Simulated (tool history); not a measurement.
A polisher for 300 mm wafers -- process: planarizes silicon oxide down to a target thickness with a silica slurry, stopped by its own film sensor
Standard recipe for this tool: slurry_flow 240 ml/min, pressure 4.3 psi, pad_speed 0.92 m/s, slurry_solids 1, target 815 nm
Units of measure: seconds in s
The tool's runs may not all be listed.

run,hour,slurry_flow,pressure,pad_speed,slurry_solids,target,"incoming thickness of the incoming film, nm",seconds
1,0,240,4.3,0.92,1,815,989.3,60.7
# hour 52.4: worn pad replaced by a new one
2,84.9,240,4.3,0.92,1,815,983.1,60.3
# hour 150.7: head pressure recalibrated
3,178.3,240,4.3,0.92,1,815,978.7,53.9
4,236.4,240,4.3,0.92,1,815,969.1,51.4
5,285.3,240,4.3,0.92,1.15,815,999.5,58.6
# hour 295.8: conditioning disc replaced and pad reconditioned
# hour 383.9: worn pad replaced by a new one
6,388.1,240,4.3,0.92,1.15,815,974,51.9
# hour 476.7: slurry blender recalibrated
7,492.7,240,4.3,0.92,1.15,815,999,61.9
8,566.9,240,3.4,0.92,1,815,985.7,76.7
9,606.3,240,3.4,0.92,1,815,994,79.6
# hour 634.4: head pressure recalibrated
# hour 645.8: conditioning disc replaced and pad reconditioned
# hour 669.7: worn pad replaced by a new one
10,670.2,240,3.4,0.92,1,815,993.7,85.3
# hour 754.7: slurry nozzle cleaned
11,762.5,185,4.3,0.92,1,767,1003.5,91.8
12,804,240,4.3,0.92,1.15,815,984.7,61.5
# hour 870.8: slurry blender recalibrated
13,884.6,310,4.3,0.68,1.3,795,989,84.1
# hour 924.3: conditioning disc replaced and pad reconditioned
14,966.6,240,4.3,0.92,1,815,1003.9,75.3
# hour 977.8: head pressure recalibrated, repeated, since the last time left the tool worse
15,1009.4,240,4.3,0.78,1,815,985.8,64
# hour 1017.6: worn pad replaced by a new one
16,1112.5,160,3.2,1.04,1.3,815,999.3,72.4
17,1178.3,270,4.3,0.82,1,815,1002.7,70.2
# hour 1223.8: conditioning disc replaced and pad reconditioned
# hour 1250.9: slurry blender recalibrated
18,1273.9,210,4.3,0.92,1,815,1001.3,65.2
# hour 1343.8: worn pad replaced by a new one
19,1358,210,4.3,0.92,1,815,987.5,61.7
20,1416.6,240,4.3,0.92,1,844,996.7,54
# hour 1446: slurry nozzle cleaned
21,1455.4,190,5.5,1.14,1,815,980,39.7
# hour 1484.2: head pressure recalibrated
# hour 1537.4: conditioning disc replaced and pad reconditioned
22,1541,240,4.3,0.92,1,815,988.1,58.3

Alternative continuations, all from the tool just after run 22; predict every row:
A,1541.4,240,4.3,0.92,1,815,998.8,?
B,1541.4,305,4.3,0.92,1,815,998.8,?
C,1541.4,240,4.3,0.66,1,815,998.8,?
D,1541.4,215,4.3,1.18,1,815,998.8,?
E,1541.4,215,4.3,0.92,1,815,998.8,?

run,seconds
A,61.2
B,60.2
C,78.3
D,51.1
E,61.7
With the hidden condition removed and each run's random variation left untouched, the same runs would have given:
run,seconds
A,60.7
B,59.7
C,77.7
D,50.7
E,61.2
